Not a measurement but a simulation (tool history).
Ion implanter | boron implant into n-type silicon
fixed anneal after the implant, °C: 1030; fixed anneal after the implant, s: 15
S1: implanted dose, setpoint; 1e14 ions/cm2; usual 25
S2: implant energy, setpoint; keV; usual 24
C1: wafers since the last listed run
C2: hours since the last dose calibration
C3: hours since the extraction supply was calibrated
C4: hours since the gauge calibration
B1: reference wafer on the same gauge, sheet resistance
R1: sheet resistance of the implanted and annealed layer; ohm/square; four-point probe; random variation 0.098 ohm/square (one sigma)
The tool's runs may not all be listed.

run	hour	S1	S2	C1	C2	C3	C4	B1	R1
1	0	25	24	0	865.3	5792.8	1104.5	65.91	65.92
2	54.5	25	24	594	919.8	5847.3	1159	65.9	66.13
3	117.9	25	24	691	983.2	5910.7	1222.4	65.92	66.04
4	158.5	25	20	442	1023.8	5951.3	1263	65.89	70.03
5	194	25	24	387	1059.3	5986.8	1298.5	65.9	66.01
6	226.3	25	24	352	1091.6	6019.1	1330.8	65.9	66.01
7	273.9	25	24	518	1139.2	6066.7	1378.4	65.87	66.18
8	335.1	25	24	667	1200.4	6127.9	1439.6	65.91	65.98
9	536.2	25	24	2192	1401.5	6329	1640.7	65.89	66.07
10	594.3	25	24	633	1459.6	6387.1	1698.8	65.9	66.22
11	643.5	28.84	30	536	1508.8	6436.3	1748	65.89	57.45
# hour 692.5: gauge calibrated
12	706.3	25	24	684	1571.6	6499.1	13.8	65.89	66.41
13	743.8	25	24	408	1609.1	6536.6	51.3	65.93	66.26
14	804.9	29.53	30.5	666	1670.2	6597.7	112.4	65.88	56.81
15	872.1	18.45	31.5	732	1737.4	6664.9	179.6	65.89	76.74
16	919.8	25	20	520	1785.1	6712.6	227.3	65.91	70.43
17	979.6	29.86	17	651	1844.9	6772.4	287.1	65.89	70.86
18	1011.3	25	28	345	1876.6	6804.1	318.8	65.9	63.93
19	1054.8	32.18	24	474	1920.1	6847.6	362.3	65.89	59.56
20	1114.8	25	24	654	1980.1	6907.6	422.3	65.89	66.37
21	1177.6	28.38	30	684	2042.9	6970.4	485.1	65.9	58.49
22	1245.4	25	20.5	739	2110.7	7038.2	552.9	65.91	70.23
23	1310.3	25	22	707	2175.6	7103.1	617.8	65.89	68.62
# hour 1337.8: Faraday cup replaced and dose calibrated
24	1361.6	25	24	472	23.8	7154.4	669.1	65.89	65.94
25	1393.1	32.09	20.5	343	55.3	7185.9	700.6	65.9	63.32
# hour 1401.4: extraction supply calibrated
26	1434.8	28.38	30	367	97	33.4	742.3	65.9	57.23
27	1496.1	25	21.5	668	158.3	94.7	803.6	65.88	67.2
28	1545.3	20.86	31	536	207.5	143.9	852.8	65.92	69.03
29	1577	25	29	345	239.2	175.6	884.5	65.86	61.97
30	1646.7	19.67	21	759	308.9	245.3	954.2	65.88	77.4
31	1718.5	25	24	782	380.7	317.1	1026	65.88	64.99
32	1777.2	20.14	24	639	439.4	375.8	1084.7	65.89	74.14
33	1803.3	25	24	284	465.5	401.9	1110.8	65.89	65.26
34	1838.9	21.96	30.5	388	501.1	437.5	1146.4	65.89	66.84
35	1886.6	31.93	31	520	548.8	485.2	1194.1	65.93	53.46
36	1944.6	25	24	632	606.8	543.2	1252.1	65.91	65.32
37	1973.2	25	18	311	635.4	571.8	1280.7	65.86	71.95

For each entry between runs, how does the tool's hidden state at the last listed run before it compare with that at the first listed run after it?
Logged between run 11 and run 12: gauge calibrated (hour 692.5)
  deviation of the true dose from the Faraday cup's reading, %: -1.21 -> -1.31; deviation of the true energy from its setpoint, %: -3.66 -> -3.7
  difference, measured minus the result without the unlogged condition, R1: +0.96 -> +1.18 ohm/square
Logged between run 23 and run 24: Faraday cup replaced and dose calibrated (hour 1337.8)
  deviation of the true dose from the Faraday cup's reading, %: -2.51 -> 0.0815; deviation of the true energy from its setpoint, %: -4.08 -> -4.11
  difference, measured minus the result without the unlogged condition, R1: +1.74 -> +0.77 ohm/square
Logged between run 25 and run 26: extraction supply calibrated (hour 1401.4)
  deviation of the true dose from the Faraday cup's reading, %: 0.0802 -> 0.0768; deviation of the true energy from its setpoint, %: -4.13 -> 0.0926
  difference, measured minus the result without the unlogged condition, R1: +1.17 -> -0.03 ohm/square
